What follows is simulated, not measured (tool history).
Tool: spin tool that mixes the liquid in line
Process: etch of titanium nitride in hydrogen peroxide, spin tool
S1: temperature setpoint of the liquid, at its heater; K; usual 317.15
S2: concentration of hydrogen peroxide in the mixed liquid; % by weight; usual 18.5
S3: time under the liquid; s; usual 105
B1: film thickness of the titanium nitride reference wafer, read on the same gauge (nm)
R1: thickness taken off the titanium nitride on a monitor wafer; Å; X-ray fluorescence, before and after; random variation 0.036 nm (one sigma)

run,hour,S1,S2,S3,B1,R1
1,0,317.15,14.5,105,30,59.6
2,15.2,317.15,18.5,105,30.03,62.8
3,31.5,317.15,18.5,105,30.01,63.5
4,38.9,317.15,18.5,105,30.01,63.8
5,71.8,317.15,18.5,105,30.01,64
6,87.9,317.15,18.5,105,30,63.6
7,104.2,317.15,16.5,135,30,80.8
# hour 120.4: peroxide flow meter replaced
8,141.5,317.15,16.5,135,29.99,79.5
9,153.8,317.15,18.5,105,30.02,63.8
10,162,317.15,21.5,105,29.99,66.6
11,173.6,317.15,21.5,105,30,66.2
# hour 177.8: gauge calibrated
# hour 181.5: thermometer replaced
12,190.3,317.15,21.5,105,29.97,54.1
13,204.5,317.15,16.5,135,30,66.2
14,220.5,317.15,18.5,105,30.01,53
15,227.6,317.15,21.5,105,30,54.6
16,233.8,317.15,20,105,29.99,53.8
17,243.4,321.15,18.5,105,30.02,71.6
18,252.1,308.65,15,80,30,19.8
19,268.6,307.15,18.5,105,30,24.4
# hour 269.6: heated supply line repaired
20,280.9,317.15,18.5,105,30.01,52.2
21,289.6,317.15,18.5,90,30.01,45.2
# hour 290.6: new drum of peroxide connected
22,341.6,322.65,20.5,150,30.02,116.6
23,353.6,317.15,18.5,105,29.98,52.9
24,360.7,322.65,13.5,70,30,49.3
25,367.2,317.15,14,105,29.98,50.3
26,381.9,320.65,18.5,150,30.01,98.8

Forecast each of these 3 alternatives for the next run:
A,382.3,317.15,18.5,105,?,?
B,382.3,312.65,20,75,?,?
C,382.3,310.15,13.5,75,?,?

run,B1,R1
A,30,53.2
B,30,27.4
C,30,20.8
Without the tool's hidden state the same runs would have given:
run,R1
A,52.3
B,27
C,20.4
